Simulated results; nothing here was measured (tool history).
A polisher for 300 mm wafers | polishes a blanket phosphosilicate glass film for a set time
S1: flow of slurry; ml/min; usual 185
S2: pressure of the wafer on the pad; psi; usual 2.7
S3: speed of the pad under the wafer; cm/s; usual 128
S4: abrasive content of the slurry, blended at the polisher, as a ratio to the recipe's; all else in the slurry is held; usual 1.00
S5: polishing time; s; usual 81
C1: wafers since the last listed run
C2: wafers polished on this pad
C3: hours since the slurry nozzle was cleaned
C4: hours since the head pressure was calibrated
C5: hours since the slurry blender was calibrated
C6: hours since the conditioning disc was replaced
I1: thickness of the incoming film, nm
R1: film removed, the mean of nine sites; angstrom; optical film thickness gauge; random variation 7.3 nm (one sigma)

run	day	S1	S2	S3	S4	S5	C1	C2	C3	C4	C5	C6	I1	R1
1	0.000	140	2.7	128	1.00	81	0	3050	187.9	373.9	258.0	396.2	2713.0	7363
2	4.167	155	2.7	128	1.00	81	611	3661	287.9	473.9	358.0	496.2	2637.5	7622
3	6.229	155	2.7	128	1.00	81	302	3963	337.4	523.4	407.5	545.7	2712.0	7764
# day 6.675: worn pad replaced by a new one
# day 6.829: conditioning disc replaced and pad reconditioned
# day 9.812: head pressure recalibrated
4	9.833	185	2.7	128	1.00	81	479	438	423.9	0.5	494.0	72.1	2641.4	7379
5	12.429	185	2.7	128	1.00	81	380	819	486.2	62.8	556.3	134.4	2632.1	7327
6	14.425	185	2.7	128	1.00	81	292	1111	534.1	110.7	604.2	182.3	2673.8	7449
# day 16.804: slurry blender recalibrated
# day 17.092: slurry nozzle cleaned
7	17.975	185	2.7	128	0.70	81	502	1614	21.2	195.9	28.1	267.5	2723.2	6627
8	22.292	185	3.0	112	1.00	81	633	2247	124.8	299.5	131.7	371.1	2692.1	7643
9	25.392	185	1.9	128	1.00	81	454	2701	199.2	373.9	206.1	445.5	2652.0	5487
# day 29.275: conditioning disc replaced and pad reconditioned
# day 31.208: worn pad replaced by a new one
10	32.525	185	2.7	106	1.00	81	1009	193	370.4	545.1	377.3	78.0	2695.8	6817
11	36.450	185	2.7	128	1.00	81	575	768	464.6	639.3	471.5	172.2	2609.3	8141
# day 36.733: head pressure recalibrated
12	39.954	185	2.7	128	1.00	81	501	1270	548.7	77.3	555.6	256.3	2668.8	7361
# day 41.942: slurry nozzle cleaned
# day 42.554: slurry blender recalibrated
13	43.296	185	2.7	128	1.20	81	471	1742	32.5	157.5	17.8	336.5	2631.9	7823
14	44.850	165	2.7	128	0.90	94	227	1969	69.8	194.8	55.1	373.8	2704.4	8160
15	47.796	120	3.2	128	1.00	81	431	2401	140.5	265.5	125.8	444.5	2680.5	8397
16	50.746	185	2.7	128	1.00	81	432	2834	211.3	336.3	196.6	515.3	2662.5	7693
# day 53.688: worn pad replaced by a new one
# day 55.767: conditioning disc replaced and pad reconditioned
# day 61.196: head pressure recalibrated
17	61.708	205	2.7	168	0.75	81	1558	1152	474.4	12.3	459.7	142.6	2609.1	8207
18	63.762	185	2.7	128	0.90	81	301	1453	523.7	61.6	509.0	191.9	2683.4	6951
# day 63.983: slurry blender recalibrated
19	67.262	185	2.7	128	1.00	81	501	1954	607.7	145.6	78.7	275.9	2690.3	7211
# day 69.533: slurry nozzle cleaned
20	69.708	185	2.7	128	1.00	81	352	2306	4.2	204.3	137.4	334.6	2676.1	7338
21	71.371	185	2.7	128	1.00	81	243	2550	44.1	244.2	177.3	374.5	2700.7	7590

Run 22 comes next. What will it give?
22	73.492	185	2.7	170	1.00	81	311	2861	95.0	295.1	228.2	425.4	2679.9	?

R1: 9274 angstrom
Without the tool's hidden state the same run would have given R1 8904 angstrom.
